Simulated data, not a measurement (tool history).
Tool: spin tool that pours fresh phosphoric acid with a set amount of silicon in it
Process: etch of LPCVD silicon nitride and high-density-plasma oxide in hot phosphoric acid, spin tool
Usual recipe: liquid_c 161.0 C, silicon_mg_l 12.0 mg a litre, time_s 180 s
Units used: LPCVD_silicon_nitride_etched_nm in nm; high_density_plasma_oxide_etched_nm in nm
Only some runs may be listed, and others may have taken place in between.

run   hour  liquid_c  silicon_mg_l  time_s  wafers since the last listed run  hours since the thermometer was replaced  hours since the dissolved silicon flow meter was replaced  hours since the heated supply line was repaired  hours since the gauge calibration  read-back film thickness of the LPCVD silicon nitride reference wafer, read on the same gauge (nm)  read-back film thickness of the high-density-plasma oxide reference wafer, read on the same gauge (nm)  LPCVD_silicon_nitride_etched_nm  high_density_plasma_oxide_etched_nm
  1    0.0     161.0          12.0     180                                 0                                    2279.4                                                      459.5                                           1453.2                              591.6                                                                                              140.00                                                                                                  69.948                            13.40                                0.563
  2   33.2     161.0          12.0     180                               300                                    2312.6                                                      492.7                                           1486.4                              624.8                                                                                              140.02                                                                                                  70.012                            13.25                                0.560
      57.3  -- dissolved silicon flow meter replaced
  3   65.4     161.0          12.0     180                               281                                    2344.8                                                        8.1                                           1518.6                              657.0                                                                                              140.00                                                                                                  70.050                            13.24                                0.568
  4   87.4     161.0          12.0     180                               198                                    2366.8                                                       30.1                                           1540.6                              679.0                                                                                              140.03                                                                                                  69.995                            13.18                                0.530
  5  106.8     161.0          12.0     180                               175                                    2386.2                                                       49.5                                           1560.0                              698.4                                                                                              140.00                                                                                                  69.958                            13.32                                0.551
     114.9  -- gauge calibrated
     123.8  -- thermometer replaced
  6  157.3     161.0           9.0     135                               447                                      33.5                                                      100.0                                           1610.5                               42.4                                                                                              140.00                                                                                                  70.012                            10.88                                0.527
  7  182.3     163.5          19.0     180                               225                                      58.5                                                      125.0                                           1635.5                               67.4                                                                                              140.01                                                                                                  70.013                            15.70                                0.653
  8  209.0     159.5          12.0     135                               241                                      85.2                                                      151.7                                           1662.2                               94.1                                                                                              140.00                                                                                                  70.037                            10.29                                0.433
  9  241.6     161.0          12.0     260                               294                                     117.8                                                      184.3                                           1694.8                              126.7                                                                                              140.00                                                                                                  69.955                            20.72                                0.919
 10  254.4     161.0          12.0     180                               115                                     130.6                                                      197.1                                           1707.6                              139.5                                                                                              140.02                                                                                                  70.007                            14.31                                0.652
 11  283.7     161.0          12.0     180                               264                                     159.9                                                      226.4                                           1736.9                              168.8                                                                                              140.00                                                                                                  69.983                            14.32                                0.650
 12  318.0     161.0          12.0     180                               309                                     194.2                                                      260.7                                           1771.2                              203.1                                                                                              139.99                                                                                                  69.992                            14.35                                0.652
 13  344.8     159.0           4.5     180                               242                                     221.0                                                      287.5                                           1798.0                              229.9                                                                                              140.02                                                                                                  70.013                            13.40                                0.650
     356.9  -- heated supply line repaired
 14  373.7     161.0           7.0      90                               252                                     249.9                                                      316.4                                             16.8                              258.8                                                                                              139.98                                                                                                  70.010                             7.63                                0.395
 15  405.7     163.0          12.0     105                               289                                     281.9                                                      348.4                                             48.8                              290.8                                                                                              140.04                                                                                                  70.052                             9.44                                0.534
 16  423.5     161.0          12.0     180                               160                                     299.7                                                      366.2                                             66.6                              308.6                                                                                              140.00                                                                                                  69.982                            15.33                                0.724
 17  438.6     159.0           7.5     180                               136                                     314.8                                                      381.3                                             81.7                              323.7                                                                                              140.01                                                                                                  69.983                            14.19                                0.691
 18  474.5     158.5          20.0     265                               324                                     350.7                                                      417.2                                            117.6                              359.6                                                                                              140.00                                                                                                  69.995                            20.39                                0.714
 19  508.4     158.5          12.0     180                               306                                     384.6                                                      451.1                                            151.5                              393.5                                                                                              140.01                                                                                                  70.002                            13.87                                0.598
 20  538.0     161.0          12.0      90                               267                                     414.2                                                      480.7                                            181.1                              423.1                                                                                              140.00                                                                                                  69.987                             7.59                                0.360

5 options for the next run, each taken on its own from the tool as it stands now. Forecast them:
  A  538.5     161.0          12.0     180                                 4                                     414.7                                                      481.2                                            181.6                              423.6                                                                                                   ?                                                                                                       ?                                ?                                    ?
  B  538.5     162.5          21.0     260                                 4                                     414.7                                                      481.2                                            181.6                              423.6                                                                                                   ?                                                                                                       ?                                ?                                    ?
  C  538.5     158.5          19.0     150                                 4                                     414.7                                                      481.2                                            181.6                              423.6                                                                                                   ?                                                                                                       ?                                ?                                    ?
  D  538.5     158.5          12.0     110                                 4                                     414.7                                                      481.2                                            181.6                              423.6                                                                                                   ?                                                                                                       ?                                ?                                    ?
  E  538.5     159.0          14.5     180                                 4                                     414.7                                                      481.2                                            181.6                              423.6                                                                                                   ?                                                                                                       ?                                ?                                    ?

run  read-back film thickness of the LPCVD silicon nitride reference wafer, read on the same gauge (nm)  read-back film thickness of the high-density-plasma oxide reference wafer, read on the same gauge (nm)  LPCVD_silicon_nitride_etched_nm  high_density_plasma_oxide_etched_nm
  A                                                                                              140.01                                                                                                  70.047                            15.09                                0.712
  B                                                                                              140.01                                                                                                  70.047                            22.92                                0.908
  C                                                                                              140.01                                                                                                  70.047                            11.56                                0.412
  D                                                                                              140.01                                                                                                  70.047                             8.48                                0.361
  E                                                                                              140.01                                                                                                  70.047                            14.11                                0.578
Had the tool no hidden state, the same runs would have come out as:
run  LPCVD_silicon_nitride_etched_nm  high_density_plasma_oxide_etched_nm
  A                            15.66                                0.772
  B                            23.78                                0.985
  C                            12.00                                0.448
  D                             8.80                                0.392
  E                            14.64                                0.627
